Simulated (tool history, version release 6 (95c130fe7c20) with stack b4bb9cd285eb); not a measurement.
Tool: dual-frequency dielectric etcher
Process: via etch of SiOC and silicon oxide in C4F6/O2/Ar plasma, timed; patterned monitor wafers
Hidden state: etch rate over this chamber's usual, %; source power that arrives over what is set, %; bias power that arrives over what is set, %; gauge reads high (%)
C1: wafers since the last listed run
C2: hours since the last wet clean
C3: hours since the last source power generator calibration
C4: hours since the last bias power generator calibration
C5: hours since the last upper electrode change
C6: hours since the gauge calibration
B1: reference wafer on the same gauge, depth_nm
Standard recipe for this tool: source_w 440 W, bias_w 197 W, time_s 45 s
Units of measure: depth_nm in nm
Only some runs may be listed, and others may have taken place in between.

run 1 day=0 | source_w=440 bias_w=197 time_s=45 | C1=0 C2=292 C3=1983.8 C4=4018.3 C5=3987.2 C6=173 | B1=47.2 | depth_nm=54.2
run 2 day=0.358 | source_w=440 bias_w=197 time_s=45 | C1=60 C2=300.6 C3=1992.4 C4=4026.9 C5=3995.8 C6=181.6 | B1=47.1 | depth_nm=54.2
-- day=0.383 gauge calibrated
run 3 day=0.854 | source_w=440 bias_w=197 time_s=52.5 | C1=84 C2=312.5 C3=2004.3 C4=4038.8 C5=4007.7 C6=11.3 | B1=47.1 | depth_nm=62.7
run 4 day=1.233 | source_w=440 bias_w=197 time_s=52.5 | C1=64 C2=321.6 C3=2013.4 C4=4047.9 C5=4016.8 C6=20.4 | B1=47.1 | depth_nm=62.9
run 5 day=1.846 | source_w=440 bias_w=197 time_s=50.5 | C1=104 C2=336.3 C3=2028.1 C4=4062.6 C5=4031.5 C6=35.1 | B1=47 | depth_nm=60.9
run 6 day=2.146 | source_w=440 bias_w=229 time_s=35 | C1=51 C2=343.5 C3=2035.3 C4=4069.8 C5=4038.7 C6=42.3 | B1=47.1 | depth_nm=44.8
run 7 day=2.55 | source_w=350 bias_w=197 time_s=53.5 | C1=68 C2=353.2 C3=2045 C4=4079.5 C5=4048.4 C6=52 | B1=47.3 | depth_nm=59.7
run 8 day=3.088 | source_w=440 bias_w=221 time_s=50 | C1=91 C2=366.1 C3=2057.9 C4=4092.4 C5=4061.3 C6=64.9 | B1=47 | depth_nm=63.4
run 9 day=3.675 | source_w=440 bias_w=221 time_s=50 | C1=99 C2=380.2 C3=2072 C4=4106.5 C5=4075.4 C6=79 | B1=47 | depth_nm=63.6
run 10 day=4.721 | source_w=440 bias_w=197 time_s=45 | C1=178 C2=405.3 C3=2097.1 C4=4131.6 C5=4100.5 C6=104.1 | B1=47.1 | depth_nm=54.1
-- day=6.246 wet clean of the chamber
run 11 day=6.267 | source_w=440 bias_w=197 time_s=45 | C1=92 C2=0.5 C3=2134.2 C4=4168.7 C5=4137.6 C6=141.2 | B1=47 | depth_nm=52.5
run 12 day=6.283 | source_w=440 bias_w=230 time_s=49 | C1=2 C2=0.9 C3=2134.6 C4=4169.1 C5=4138 C6=141.6 | B1=47 | depth_nm=60.7
run 13 day=6.296 | source_w=410 bias_w=179 time_s=50 | C1=2 C2=1.2 C3=2134.9 C4=4169.4 C5=4138.3 C6=141.9 | B1=46.9 | depth_nm=54.7
run 14 day=6.329 | source_w=440 bias_w=197 time_s=45 | C1=5 C2=2 C3=2135.7 C4=4170.2 C5=4139.1 C6=142.7 | B1=47 | depth_nm=53.1
-- day=6.667 source power generator calibrated
run 15 day=6.688 | source_w=440 bias_w=180 time_s=58 | C1=32 C2=10.6 C3=0.5 C4=4178.8 C5=4147.7 C6=151.3 | B1=47.1 | depth_nm=65.6
-- day=6.929 gauge calibrated
run 16 day=7.292 | source_w=440 bias_w=197 time_s=45 | C1=102 C2=25.1 C3=15 C4=4193.3 C5=4162.2 C6=8.7 | B1=47.2 | depth_nm=52.3
-- day=7.742 bias power generator calibrated
-- day=8.367 upper electrode replaced
run 17 day=8.388 | source_w=360 bias_w=169 time_s=50.5 | C1=52 C2=51.4 C3=41.3 C4=15.5 C5=0.5 C6=35 | B1=47.1 | depth_nm=51.5
run 18 day=8.483 | source_w=440 bias_w=197 time_s=53 | C1=16 C2=53.7 C3=43.6 C4=17.8 C5=2.8 C6=37.3 | B1=47.2 | depth_nm=62
run 19 day=8.979 | source_w=440 bias_w=197 time_s=45 | C1=84 C2=65.6 C3=55.5 C4=29.7 C5=14.7 C6=49.2 | B1=47.2 | depth_nm=53.1
run 20 day=9.558 | source_w=440 bias_w=197 time_s=45 | C1=98 C2=79.5 C3=69.4 C4=43.6 C5=28.6 C6=63.1 | B1=47 | depth_nm=52.7
run 21 day=10.146 | source_w=440 bias_w=166 time_s=40 | C1=99 C2=93.6 C3=83.5 C4=57.7 C5=42.7 C6=77.2 | B1=47.2 | depth_nm=43.5
run 22 day=10.696 | source_w=490 bias_w=197 time_s=38.5 | C1=93 C2=106.8 C3=96.7 C4=70.9 C5=55.9 C6=90.4 | B1=47.1 | depth_nm=47.2
run 23 day=11.108 | source_w=500 bias_w=211 time_s=55 | C1=70 C2=116.7 C3=106.6 C4=80.8 C5=65.8 C6=100.3 | B1=47.1 | depth_nm=69.5

Describe how what the log doesn't record of the tool's condition differs between the last listed run preceding each entry between runs and the first listed run following it.
Between runs 2 and 3: gauge calibrated (day 0.383)
  etch rate over this chamber's usual, %: 2.88 -> 3.01
  the result without the hidden state subtracted from the measured one, depth_nm: +1.5 -> +1.8 nm
Between runs 10 and 11: wet clean of the chamber (day 6.246)
  etch rate over this chamber's usual, %: 4.03 -> -0.0581
  the result without the hidden state subtracted from the measured one, depth_nm: +2.1 -> -0.1 nm
Between runs 14 and 15: source power generator calibrated (day 6.667)
  etch rate over this chamber's usual, %: -0.0417 -> 0.0523
  the result without the hidden state subtracted from the measured one, depth_nm: +0 -> +0 nm
Between runs 15 and 16: gauge calibrated (day 6.929)
  etch rate over this chamber's usual, %: 0.0523 -> 0.211
  the result without the hidden state subtracted from the measured one, depth_nm: +0 -> +0.1 nm
Between runs 16 and 17: bias power generator calibrated (day 7.742); upper electrode replaced (day 8.367)
  etch rate over this chamber's usual, %: 0.211 -> 0.498
  the result without the hidden state subtracted from the measured one, depth_nm: +0.1 -> +0.2 nm
